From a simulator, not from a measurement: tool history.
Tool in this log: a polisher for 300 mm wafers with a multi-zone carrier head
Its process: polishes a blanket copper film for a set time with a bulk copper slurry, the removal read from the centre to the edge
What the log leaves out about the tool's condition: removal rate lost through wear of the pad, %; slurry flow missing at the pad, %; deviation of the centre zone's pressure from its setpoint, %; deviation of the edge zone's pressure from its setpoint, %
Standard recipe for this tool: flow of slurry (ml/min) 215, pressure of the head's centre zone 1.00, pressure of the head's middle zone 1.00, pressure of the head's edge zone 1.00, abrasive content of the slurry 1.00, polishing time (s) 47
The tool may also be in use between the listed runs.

run    hour  flow of slurry (ml/min)  pressure of the head's centre zone  pressure of the head's middle zone  pressure of the head's edge zone  abrasive content of the slurry  polishing time (s)  wafers since the last listed run  wafers polished on this pad  hours since the slurry nozzle was cleaned  hours since the centre zone pressure was calibrated  hours since the edge zone pressure was calibrated  hours since the carrier head's membrane was replaced  incoming thickness of the incoming film, nm  film removed at the wafer's centre (Å)  film removed at mid-radius (Å)  film removed at the wafer's edge (Å)
  1     0.0                      215                                1.00                                1.00                              1.00                            1.00                  59                                 0                          791                                      526.6                                                442.7                                              178.1                                                 159.0                                       2366.3                                    4487                            4690                                  4663
  2    33.5                      215                                1.00                                1.00                              1.00                            1.00                  47                               268                         1059                                      560.1                                                476.2                                              211.6                                                 192.5                                       2386.9                                    3544                            3685                                  3747
  3    64.2                      215                                0.94                                1.00                              1.00                            1.30                  47                               246                         1305                                      590.8                                                506.9                                              242.3                                                 223.2                                       2399.9                                    3795                            3990                                  4118
       88.8  -- centre zone pressure recalibrated
  4   129.0                      215                                1.00                                1.00                              1.07                            1.00                  63                               503                         1809                                      655.6                                                 40.2                                              307.1                                                 288.0                                       2383.2                                    4878                            4984                                  5244
  5   171.7                      215                                1.00                                1.00                              1.00                            1.00                  47                               342                         2151                                      698.3                                                 82.9                                              349.8                                                 330.7                                       2387.9                                    3610                            3686                                  3776
      269.0  -- slurry nozzle cleaned
      313.3  -- edge zone pressure recalibrated
  6   315.3                      215                                1.00                                1.00                              1.00                            0.75                  47                              1127                         3279                                       46.3                                                226.5                                                2.0                                                 474.3                                       2399.6                                    3215                            3254                                  3391
  7   362.0                      215                                1.00                                1.00                              1.00                            1.00                  47                               374                         3653                                       93.0                                                273.2                                               48.7                                                 521.0                                       2363.0                                    3616                            3635                                  3763
      386.0  -- worn pad replaced by a new one
  8   413.8                      215                                1.00                                1.00                              1.00                            1.00                  47                               383                          222                                      144.8                                                325.0                                              100.5                                                 572.8                                       2378.2                                    3670                            3684                                  3728
  9   448.8                      170                                1.09                                0.94                              1.00                            1.00                  35                               280                          503                                      179.8                                                360.0                                              135.5                                                 607.8                                       2391.4                                    2856                            2603                                  2713
 10   477.5                      215                                1.00                                1.00                              1.00                            1.00                  47                               230                          733                                      208.5                                                388.7                                              164.2                                                 636.5                                       2415.3                                    3691                            3693                                  3776
 11   506.2                      215                                1.00                                1.00                              1.00                            1.00                  47                               230                          963                                      237.2                                                417.4                                              192.9                                                 665.2                                       2391.9                                    3606                            3737                                  3747
 12   563.7                      240                                1.00                                1.12                              1.00                            1.25                  32                               461                         1424                                      294.7                                                474.9                                              250.4                                                 722.7                                       2389.0                                    2762                            2925                                  2815
      567.8  -- centre zone pressure recalibrated
 13   635.2                      215                                0.92                                1.00                              1.00                            1.00                  47                               557                         1981                                      366.2                                                 67.4                                              321.9                                                 794.2                                       2381.0                                    3293                            3734                                  3709
 14   664.4                      215                                1.10                                1.00                              1.00                            1.00                  47                               234                         2216                                      395.4                                                 96.6                                              351.1                                                 823.4                                       2396.4                                    3995                            3664                                  3704
 15   716.0                      215                                1.00                                1.00                              0.96                            0.90                  37                               413                         2629                                      447.0                                                148.2                                              402.7                                                 875.0                                       2395.6                                    2724                            2830                                  2772
      724.7  -- edge zone pressure recalibrated
 16   751.3                      215                                1.00                                1.12                              1.00                            1.00                  51                               267                         2896                                      482.3                                                183.5                                               26.6                                                 910.3                                       2389.6                                    3931                            4167                                  4121
 17   817.8                      215                                1.00                                0.92                              1.00                            1.25                  41                               533                         3430                                      548.8                                                250.0                                               93.1                                                 976.8                                       2403.4                                    3451                            3366                                  3580
 18   842.1                      215                                1.10                                1.00                              1.00                            1.00                  47                               194                         3624                                      573.1                                                274.3                                              117.4                                                1001.1                                       2377.4                                    3877                            3687                                  3789
 19   898.1                      215                                1.00                                1.00                              1.00                            1.00                  47                               449                         4073                                      629.1                                                330.3                                              173.4                                                1057.1                                       2408.2                                    3690                            3660                                  3765
      907.9  -- worn pad replaced by a new one
      911.2  -- carrier head's membrane replaced by a new one
 20   969.4                      215                                1.00                                1.00                              1.11                            0.80                  31                               512                          466                                      700.4                                                401.6                                              244.7                                                  58.2                                       2391.8                                    2167                            2260                                  2390
      986.9  -- centre zone pressure recalibrated
 21  1010.6                      215                                1.06                                1.00                              1.00                            1.00                  36                               314                          780                                      741.6                                                 23.7                                              285.9                                                  99.4                                       2387.8                                    2957                            2846                                  2946
 22  1070.4                      155                                0.97                                0.96                              1.05                            1.00                  47                               479                         1260                                      801.4                                                 83.5                                              345.7                                                 159.2                                       2410.7                                    3296                            3469                                  3681

Each row is a separate what-if for the run after 22, all from the same tool condition, not one after another. Results?
  A  1070.8                      215                                1.00                                1.00                              1.00                            1.00                  47                                 3                         1263                                      801.8                                                 83.9                                              346.1                                                 159.6                                       2435.0                                       ?                               ?                                     ?
  B  1070.8                      185                                1.00                                1.00                              1.00                            1.00                  47                                 3                         1263                                      801.8                                                 83.9                                              346.1                                                 159.6                                       2435.0                                       ?                               ?                                     ?
  C  1070.8                      240                                0.90                                1.00                              0.91                            1.00                  47                                 3                         1263                                      801.8                                                 83.9                                              346.1                                                 159.6                                       2435.0                                       ?                               ?                                     ?

run  film removed at the wafer's centre (Å)  film removed at mid-radius (Å)  film removed at the wafer's edge (Å)
  A                                    3533                            3662                                  3744
  B                                    3456                            3591                                  3690
  C                                    3223                            3712                                  3616
With no hidden state in the tool, these same runs would have given:
run  film removed at the wafer's centre (Å)  film removed at mid-radius (Å)  film removed at the wafer's edge (Å)
  A                                    3533                            3662                                  3744
  B                                    3456                            3591                                  3690
  C                                    3223                            3712                                  3616
